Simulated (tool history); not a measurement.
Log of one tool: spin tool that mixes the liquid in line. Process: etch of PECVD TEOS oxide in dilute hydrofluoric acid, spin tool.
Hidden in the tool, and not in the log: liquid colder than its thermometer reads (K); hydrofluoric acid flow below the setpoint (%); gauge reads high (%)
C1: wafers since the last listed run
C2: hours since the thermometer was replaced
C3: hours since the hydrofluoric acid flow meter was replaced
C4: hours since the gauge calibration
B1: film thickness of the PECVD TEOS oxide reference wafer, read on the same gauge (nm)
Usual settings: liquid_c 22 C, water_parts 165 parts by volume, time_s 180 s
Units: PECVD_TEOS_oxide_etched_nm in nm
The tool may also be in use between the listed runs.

Run 1, day 0: usual settings but liquid_c 25.5 C; C1 0; C2 935; C3 199.6; C4 942.7; B1 60.02. Result: PECVD_TEOS_oxide_etched_nm 11.3 nm.
Run 2, day 4.058: usual settings but liquid_c 25.5 C; C1 439; C2 1032.4; C3 297; C4 1040.1; B1 60. Result: PECVD_TEOS_oxide_etched_nm 11.35 nm.
Run 3, day 5.971: usual settings but liquid_c 23.5 C; C1 207; C2 1078.3; C3 342.9; C4 1086; B1 60.01. Result: PECVD_TEOS_oxide_etched_nm 10.31 nm.
Run 4, day 8.288: usual settings but liquid_c 23.5 C; C1 250; C2 1133.9; C3 398.5; C4 1141.6; B1 59.99. Result: PECVD_TEOS_oxide_etched_nm 10.21 nm.
Run 5, day 11.025: usual settings but time_s 250 s; C1 296; C2 1199.6; C3 464.2; C4 1207.3; B1 60.02. Result: PECVD_TEOS_oxide_etched_nm 13.39 nm.
Run 6, day 13.542: usual settings; C1 272; C2 1260; C3 524.6; C4 1267.7; B1 60. Result: PECVD_TEOS_oxide_etched_nm 9.45 nm.
At day 14.071: hydrofluoric acid flow meter replaced.
Run 7, day 16.396: usual settings; C1 304; C2 1328.5; C3 55.8; C4 1336.2; B1 60.01. Result: PECVD_TEOS_oxide_etched_nm 10.09 nm.
At day 17.392: gauge calibrated.
Run 8, day 19.296: usual settings; C1 314; C2 1398.1; C3 125.4; C4 45.7; B1 59.96. Result: PECVD_TEOS_oxide_etched_nm 10.09 nm.
Run 9, day 21.883: usual settings; C1 280; C2 1460.2; C3 187.5; C4 107.8; B1 59.98. Result: PECVD_TEOS_oxide_etched_nm 10.04 nm.
Run 10, day 25.296: usual settings but time_s 235 s; C1 369; C2 1542.1; C3 269.4; C4 189.7; B1 60.03. Result: PECVD_TEOS_oxide_etched_nm 12.98 nm.
Run 11, day 29.438: usual settings; C1 448; C2 1641.5; C3 368.8; C4 289.1; B1 60.01. Result: PECVD_TEOS_oxide_etched_nm 9.74 nm.
Run 12, day 32.104: usual settings but liquid_c 26 C; C1 288; C2 1705.5; C3 432.8; C4 353.1; B1 59.99. Result: PECVD_TEOS_oxide_etched_nm 11.3 nm.
At day 33.138: thermometer replaced.
Run 13, day 34.225: usual settings but liquid_c 20 C, water_parts 130 parts by volume, time_s 240 s; C1 225; C2 26.1; C3 483.7; C4 404; B1 60. Result: PECVD_TEOS_oxide_etched_nm 15.68 nm.
At day 35.525: hydrofluoric acid flow meter replaced.
Run 14, day 38.242: usual settings; C1 430; C2 122.5; C3 65.2; C4 500.4; B1 59.99. Result: PECVD_TEOS_oxide_etched_nm 10.13 nm.
Run 15, day 40.688: usual settings but water_parts 110 parts by volume; C1 264; C2 181.2; C3 123.9; C4 559.1; B1 60.02. Result: PECVD_TEOS_oxide_etched_nm 16.01 nm.
Run 16, day 44.012: usual settings but liquid_c 24.5 C, water_parts 220 parts by volume, time_s 270 s; C1 360; C2 261; C3 203.7; C4 638.9; B1 59.98. Result: PECVD_TEOS_oxide_etched_nm 11.48 nm.
Run 17, day 47.954: usual settings but time_s 125 s; C1 426; C2 355.6; C3 298.3; C4 733.5; B1 59.98. Result: PECVD_TEOS_oxide_etched_nm 6.78 nm.
Run 18, day 49.608: usual settings; C1 179; C2 395.3; C3 338; C4 773.2; B1 59.99. Result: PECVD_TEOS_oxide_etched_nm 9.75 nm.
Run 19, day 51.175: usual settings; C1 169; C2 432.9; C3 375.6; C4 810.8; B1 60. Result: PECVD_TEOS_oxide_etched_nm 9.67 nm.
Run 20, day 53.417: usual settings but liquid_c 18.5 C, water_parts 135 parts by volume, time_s 90 s; C1 242; C2 486.7; C3 429.4; C4 864.6; B1 60.01. Result: PECVD_TEOS_oxide_etched_nm 5.27 nm.

Some steps in PECVD_TEOS_oxide_etched_nm between neighbouring runs. How much of each would the tool show without its hidden state too (settings, what came in, random variation), and how much is left for the hidden state, with any gauge scatter that isn't in both results?
Run 6 -> 7: hydrofluoric acid flow meter replaced. PECVD_TEOS_oxide_etched_nm +0.64 nm: hidden state +0.67, all else -0.03.
Run 13 -> 14: liquid_c 20 -> 22, water_parts 130 -> 165, time_s 240 -> 180, hydrofluoric acid flow meter replaced. PECVD_TEOS_oxide_etched_nm -5.55 nm: hidden state +0.95, all else -6.5.
Run 14 -> 15: water_parts 165 -> 110. PECVD_TEOS_oxide_etched_nm +5.88 nm: hidden state -0.24, all else +6.12.
